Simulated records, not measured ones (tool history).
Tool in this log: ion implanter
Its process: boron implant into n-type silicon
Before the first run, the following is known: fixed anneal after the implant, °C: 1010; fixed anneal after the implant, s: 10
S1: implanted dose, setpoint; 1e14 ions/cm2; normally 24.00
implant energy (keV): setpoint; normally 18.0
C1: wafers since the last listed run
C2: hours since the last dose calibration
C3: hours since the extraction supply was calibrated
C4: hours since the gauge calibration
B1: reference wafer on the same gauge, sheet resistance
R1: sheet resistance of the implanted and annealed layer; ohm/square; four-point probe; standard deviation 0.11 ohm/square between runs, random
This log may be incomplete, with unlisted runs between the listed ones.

{"run": 1, "hour": 0.0, "S1": 24.0, "implant energy (keV)": 18.0, "C1": 0, "C2": 1915.3, "C3": 3263.9, "C4": 2.1, "B1": 79.61, "R1": 77.42}
{"run": 2, "hour": 22.6, "S1": 24.0, "implant energy (keV)": 18.0, "C1": 549, "C2": 1937.9, "C3": 3286.5, "C4": 24.7, "B1": 79.59, "R1": 77.35}
{"run": 3, "hour": 39.4, "S1": 24.0, "implant energy (keV)": 18.0, "C1": 408, "C2": 1954.7, "C3": 3303.3, "C4": 41.5, "B1": 79.6, "R1": 77.41}
{"run": 4, "hour": 65.5, "S1": 24.0, "implant energy (keV)": 18.0, "C1": 634, "C2": 1980.8, "C3": 3329.4, "C4": 67.6, "B1": 79.64, "R1": 77.36}
{"run": 5, "hour": 97.1, "S1": 24.0, "implant energy (keV)": 18.0, "C1": 768, "C2": 2012.4, "C3": 3361.0, "C4": 99.2, "B1": 79.59, "R1": 77.48}
{"run": 6, "hour": 123.8, "S1": 24.0, "implant energy (keV)": 18.0, "C1": 649, "C2": 2039.1, "C3": 3387.7, "C4": 125.9, "B1": 79.62, "R1": 77.68}
{"run": 7, "hour": 155.5, "S1": 24.0, "implant energy (keV)": 18.0, "C1": 770, "C2": 2070.8, "C3": 3419.4, "C4": 157.6, "B1": 79.61, "R1": 77.53}
{"run": 8, "hour": 184.3, "S1": 24.0, "implant energy (keV)": 18.0, "C1": 700, "C2": 2099.6, "C3": 3448.2, "C4": 186.4, "B1": 79.6, "R1": 77.67}
{"run": 9, "hour": 200.2, "S1": 24.0, "implant energy (keV)": 18.0, "C1": 386, "C2": 2115.5, "C3": 3464.1, "C4": 202.3, "B1": 79.58, "R1": 77.61}
{"run": 10, "hour": 223.7, "S1": 24.0, "implant energy (keV)": 18.0, "C1": 571, "C2": 2139.0, "C3": 3487.6, "C4": 225.8, "B1": 79.6, "R1": 77.66}
{"run": 11, "hour": 241.8, "S1": 24.0, "implant energy (keV)": 18.0, "C1": 440, "C2": 2157.1, "C3": 3505.7, "C4": 243.9, "B1": 79.59, "R1": 77.66}
{"run": 12, "hour": 262.5, "S1": 24.0, "implant energy (keV)": 18.0, "C1": 503, "C2": 2177.8, "C3": 3526.4, "C4": 264.6, "B1": 79.58, "R1": 77.75}
{"run": 13, "hour": 289.1, "S1": 24.0, "implant energy (keV)": 18.0, "C1": 646, "C2": 2204.4, "C3": 3553.0, "C4": 291.2, "B1": 79.62, "R1": 77.67}
{"run": 14, "hour": 306.2, "S1": 20.31, "implant energy (keV)": 20.0, "C1": 415, "C2": 2221.5, "C3": 3570.1, "C4": 308.3, "B1": 79.63, "R1": 80.79}
{"run": 15, "hour": 343.7, "S1": 20.87, "implant energy (keV)": 22.5, "C1": 911, "C2": 2259.0, "C3": 3607.6, "C4": 345.8, "B1": 79.58, "R1": 77.34}
{"run": 16, "hour": 370.9, "S1": 17.93, "implant energy (keV)": 20.0, "C1": 661, "C2": 2286.2, "C3": 3634.8, "C4": 373.0, "B1": 79.59, "R1": 86.72}
{"run": 17, "hour": 406.8, "S1": 20.01, "implant energy (keV)": 18.0, "C1": 873, "C2": 2322.1, "C3": 3670.7, "C4": 408.9, "B1": 79.61, "R1": 84.04}
{"run": 18, "hour": 440.9, "S1": 20.95, "implant energy (keV)": 14.0, "C1": 829, "C2": 2356.2, "C3": 3704.8, "C4": 443.0, "B1": 79.61, "R1": 90.66}
{"hour": 449.7, "done": "Faraday cup replaced and dose calibrated"}
{"run": 19, "hour": 473.3, "S1": 17.99, "implant energy (keV)": 13.0, "C1": 593, "C2": 23.6, "C3": 3737.2, "C4": 475.4, "B1": 79.6, "R1": 97.16}
{"run": 20, "hour": 489.9, "S1": 20.18, "implant energy (keV)": 21.0, "C1": 403, "C2": 40.2, "C3": 3753.8, "C4": 492.0, "B1": 79.57, "R1": 78.13}
{"run": 21, "hour": 511.5, "S1": 24.0, "implant energy (keV)": 18.0, "C1": 525, "C2": 61.8, "C3": 3775.4, "C4": 513.6, "B1": 79.64, "R1": 76.22}
{"hour": 516.7, "done": "gauge calibrated"}
{"run": 22, "hour": 523.8, "S1": 20.28, "implant energy (keV)": 15.0, "C1": 299, "C2": 74.1, "C3": 3787.7, "C4": 7.1, "B1": 79.59, "R1": 87.47}
{"run": 23, "hour": 547.5, "S1": 28.78, "implant energy (keV)": 18.0, "C1": 576, "C2": 97.8, "C3": 3811.4, "C4": 30.8, "B1": 79.62, "R1": 72.25}
{"hour": 556.2, "done": "extraction supply calibrated"}
{"run": 24, "hour": 561.6, "S1": 24.0, "implant energy (keV)": 18.0, "C1": 148, "C2": 111.9, "C3": 5.4, "C4": 44.9, "B1": 79.57, "R1": 76.23}
{"run": 25, "hour": 589.6, "S1": 18.16, "implant energy (keV)": 18.0, "C1": 680, "C2": 139.9, "C3": 33.4, "C4": 72.9, "B1": 79.59, "R1": 85.86}
{"run": 26, "hour": 606.1, "S1": 24.0, "implant energy (keV)": 18.0, "C1": 401, "C2": 156.4, "C3": 49.9, "C4": 89.4, "B1": 79.58, "R1": 76.33}
{"run": 27, "hour": 619.8, "S1": 17.77, "implant energy (keV)": 23.5, "C1": 333, "C2": 170.1, "C3": 63.6, "C4": 103.1, "B1": 79.61, "R1": 81.58}
{"run": 28, "hour": 642.4, "S1": 17.77, "implant energy (keV)": 23.5, "C1": 549, "C2": 192.7, "C3": 86.2, "C4": 125.7, "B1": 79.58, "R1": 81.61}
{"run": 29, "hour": 654.6, "S1": 24.0, "implant energy (keV)": 20.5, "C1": 296, "C2": 204.9, "C3": 98.4, "C4": 137.9, "B1": 79.56, "R1": 72.53}
{"run": 30, "hour": 675.3, "S1": 24.0, "implant energy (keV)": 18.0, "C1": 503, "C2": 225.6, "C3": 119.1, "C4": 158.6, "B1": 79.63, "R1": 76.32}
{"run": 31, "hour": 696.8, "S1": 21.73, "implant energy (keV)": 22.0, "C1": 522, "C2": 247.1, "C3": 140.6, "C4": 180.1, "B1": 79.63, "R1": 74.21}

Entry by entry between the runs, the difference in hidden state between the last listed run before and the first listed run after:
After run 18, before run 19: Faraday cup replaced and dose calibrated (hour 449.7)
  deviation of the true dose from the Faraday cup's reading, %: -5.58 -> -0.0107
  measured result minus the result with no hidden state, R1: +1.72 -> +0.00 ohm/square
After run 21, before run 22: gauge calibrated (hour 516.7)
  deviation of the true dose from the Faraday cup's reading, %: -0.0137 -> -0.0152
  measured result minus the result with no hidden state, R1: +0.01 -> +0.00 ohm/square
After run 23, before run 24: extraction supply calibrated (hour 556.2)
  deviation of the true dose from the Faraday cup's reading, %: -0.0189 -> -0.0216
  measured result minus the result with no hidden state, R1: +0.01 -> +0.01 ohm/square

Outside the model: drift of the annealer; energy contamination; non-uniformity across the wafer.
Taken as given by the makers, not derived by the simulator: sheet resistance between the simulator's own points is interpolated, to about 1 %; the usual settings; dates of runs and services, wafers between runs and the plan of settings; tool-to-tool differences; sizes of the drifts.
